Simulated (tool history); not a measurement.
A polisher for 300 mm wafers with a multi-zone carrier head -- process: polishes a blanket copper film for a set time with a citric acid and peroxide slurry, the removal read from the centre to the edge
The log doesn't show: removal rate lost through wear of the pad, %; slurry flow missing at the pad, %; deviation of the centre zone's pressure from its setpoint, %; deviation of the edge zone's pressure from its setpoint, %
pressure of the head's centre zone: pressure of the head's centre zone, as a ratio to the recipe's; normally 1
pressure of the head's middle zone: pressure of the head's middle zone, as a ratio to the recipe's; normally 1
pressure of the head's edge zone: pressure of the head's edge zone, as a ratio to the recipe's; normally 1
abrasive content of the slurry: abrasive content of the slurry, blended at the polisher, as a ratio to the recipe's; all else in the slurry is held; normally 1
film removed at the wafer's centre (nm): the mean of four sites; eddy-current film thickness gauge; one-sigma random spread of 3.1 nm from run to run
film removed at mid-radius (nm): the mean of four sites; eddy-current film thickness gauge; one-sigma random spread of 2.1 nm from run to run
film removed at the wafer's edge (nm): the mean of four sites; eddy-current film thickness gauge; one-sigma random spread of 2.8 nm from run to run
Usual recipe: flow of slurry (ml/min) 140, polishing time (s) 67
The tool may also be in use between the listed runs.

run,day,flow of slurry (ml/min),pressure of the head's centre zone,pressure of the head's middle zone,pressure of the head's edge zone,abrasive content of the slurry,polishing time (s),wafers since the last listed run,wafers polished on this pad,hours since the slurry nozzle was cleaned,hours since the centre zone pressure was calibrated,hours since the edge zone pressure was calibrated,hours since the carrier head's membrane was replaced,"incoming thickness of the incoming film, nm",film removed at the wafer's centre (nm),film removed at mid-radius (nm),film removed at the wafer's edge (nm)
1,0,140,0.89,1.09,1.09,1,67,0,4126,338.9,452.1,68.5,289.3,545.7,154.6,197.9,186.2
2,1.638,140,0.93,1,1,1,67,510,4637,378.2,491.4,107.8,328.6,551.8,163.4,180.8,175.6
3,3.904,140,1,1,1,1.25,67,707,5344,432.6,545.8,162.2,383,531.3,183.3,188.7,183.4
4,6.083,110,1,1,1,0.85,78,679,6024,484.9,598.1,214.5,435.3,537.8,188.2,192.7,185.6
# day 7.225: centre zone pressure recalibrated
5,8.142,120,0.96,1,1,0.75,67,616,6640,534.3,22,263.9,484.7,531.9,157,167.4,165.4
# day 8.633: worn pad replaced by a new one, repeated, since the last time left the tool worse
6,10.358,140,0.91,1,1,1,67,639,538,587.5,75.2,317.1,537.9,535.3,190.1,209.6,208.9
# day 11.933: slurry nozzle cleaned
7,14.433,140,1,1.04,1,0.8,67,1258,1796,60,173,414.9,635.7,536.6,195.6,207.7,192.7
8,16.742,140,1,1,1,1,67,720,2516,115.4,228.4,470.3,691.1,539.2,203.6,203.9,192.3
9,18.321,95,1,1,1,0.9,67,492,3009,153.3,266.3,508.2,729,540.7,175.5,178.4,178.4
# day 18.904: carrier head's membrane replaced by a new one
10,20.542,140,1,1.06,1,1,49,627,3637,206.6,319.6,561.5,39.3,545.2,146.5,155.6,140.1
11,21.821,140,0.92,1,0.9,1,84,399,4036,237.3,350.3,592.2,70,540.8,223.8,251.6,235.2
# day 28.671: edge zone pressure recalibrated
12,29.154,140,1,1,1,1,67,2261,6298,413.3,526.3,11.6,246,540.8,199.1,199.4,193
# day 30.742: worn pad replaced by a new one
13,32.15,140,1,1,1,1,67,882,440,485.2,598.2,83.5,317.9,541.9,212.9,210.2,208.2
14,34.504,140,1,1.11,0.94,0.7,67,734,1174,541.7,654.7,140,374.4,534.4,189.6,216.8,186.2
15,36.167,120,1.06,1,1,0.8,54,518,1693,581.6,694.6,179.9,414.3,544.1,161.4,156,153.9
# day 38.183: slurry nozzle cleaned
16,38.888,140,0.96,1,0.96,0.9,67,835,2528,16.9,759.9,245.2,479.6,543.9,186.4,201.9,191
# day 41.312: centre zone pressure recalibrated
17,41.638,110,1.12,1,1,0.75,67,831,3360,82.9,7.8,311.2,545.6,541.2,200.5,181.7,179.5
18,43.817,140,1,1,1,1,67,679,4040,135.2,60.1,363.5,597.9,538.3,197.9,198,195.4
# day 49.908: worn pad replaced by a new one
19,52.329,140,1,1,1,1,67,2603,755,339.5,264.4,567.8,802.2,539.8,204.4,206.8,201.7
20,55.033,140,1,1,1,1,67,843,1599,404.4,329.3,632.7,867.1,539.5,199.9,205.1,202.4
# day 55.767: carrier head's membrane replaced by a new one
21,56.421,140,1.09,1.09,1.09,1,74,367,1967,437.7,362.6,666,15.7,543.7,242.4,237.5,224.1

Describe how what the log doesn't record of the tool's condition differs between the last listed run preceding each entry between runs and the first listed run following it.
From run 4 to run 5: centre zone pressure recalibrated (day 7.225)
  removal rate lost through wear of the pad, %: 15.5 -> 15.6
  what was measured, less what the result would be without the hidden state, film removed at the wafer's centre (nm): -34.5 -> -29; film removed at mid-radius (nm): -35.4 -> -30.9; film removed at the wafer's edge (nm): -34 -> -30.5
From run 5 to run 6: worn pad replaced by a new one, repeated, since the last time left the tool worse (day 8.633)
  removal rate lost through wear of the pad, %: 15.6 -> 1.67
  what was measured, less what the result would be without the hidden state, film removed at the wafer's centre (nm): -29 -> -3.3; film removed at mid-radius (nm): -30.9 -> -3.6; film removed at the wafer's edge (nm): -30.5 -> -3.5
From run 6 to run 7: slurry nozzle cleaned (day 11.933)
  removal rate lost through wear of the pad, %: 1.67 -> 3.85
  what was measured, less what the result would be without the hidden state, film removed at the wafer's centre (nm): -3.3 -> -7.9; film removed at mid-radius (nm): -3.6 -> -8.3; film removed at the wafer's edge (nm): -3.5 -> -7.7
From run 9 to run 10: carrier head's membrane replaced by a new one (day 18.904)
  removal rate lost through wear of the pad, %: 5.01 -> 5.43
  what was measured, less what the result would be without the hidden state, film removed at the wafer's centre (nm): -9.2 -> -8.4; film removed at mid-radius (nm): -9.4 -> -9; film removed at the wafer's edge (nm): -9.4 -> -8
From run 11 to run 12: edge zone pressure recalibrated (day 28.671)
  removal rate lost through wear of the pad, %: 5.61 -> 6.2
  what was measured, less what the result would be without the hidden state, film removed at the wafer's centre (nm): -13.3 -> -13.2; film removed at mid-radius (nm): -14.9 -> -13.2; film removed at the wafer's edge (nm): -14 -> -12.8
From run 12 to run 13: worn pad replaced by a new one (day 30.742)
  removal rate lost through wear of the pad, %: 6.2 -> 1.28
  what was measured, less what the result would be without the hidden state, film removed at the wafer's centre (nm): -13.2 -> -2.8; film removed at mid-radius (nm): -13.2 -> -2.7; film removed at the wafer's edge (nm): -12.8 -> -2.7
From run 15 to run 16: slurry nozzle cleaned (day 38.183)
  removal rate lost through wear of the pad, %: 3.54 -> 4.46
  what was measured, less what the result would be without the hidden state, film removed at the wafer's centre (nm): -5.9 -> -8.7; film removed at mid-radius (nm): -5.7 -> -9.4; film removed at the wafer's edge (nm): -5.7 -> -8.9
From run 16 to run 17: centre zone pressure recalibrated (day 41.312)
  removal rate lost through wear of the pad, %: 4.46 -> 5.09
  what was measured, less what the result would be without the hidden state, film removed at the wafer's centre (nm): -8.7 -> -10.7; film removed at mid-radius (nm): -9.4 -> -9.8; film removed at the wafer's edge (nm): -8.9 -> -9.6
From run 18 to run 19: worn pad replaced by a new one (day 49.908)
  removal rate lost through wear of the pad, %: 5.43 -> 2.63
  what was measured, less what the result would be without the hidden state, film removed at the wafer's centre (nm): -11.3 -> -5.5; film removed at mid-radius (nm): -11.4 -> -5.6; film removed at the wafer's edge (nm): -11.2 -> -5.5
From run 20 to run 21: carrier head's membrane replaced by a new one (day 55.767)
  removal rate lost through wear of the pad, %: 4.06 -> 4.6
  what was measured, less what the result would be without the hidden state, film removed at the wafer's centre (nm): -8.4 -> -11.7; film removed at mid-radius (nm): -8.6 -> -11.5; film removed at the wafer's edge (nm): -8.6 -> -10.8

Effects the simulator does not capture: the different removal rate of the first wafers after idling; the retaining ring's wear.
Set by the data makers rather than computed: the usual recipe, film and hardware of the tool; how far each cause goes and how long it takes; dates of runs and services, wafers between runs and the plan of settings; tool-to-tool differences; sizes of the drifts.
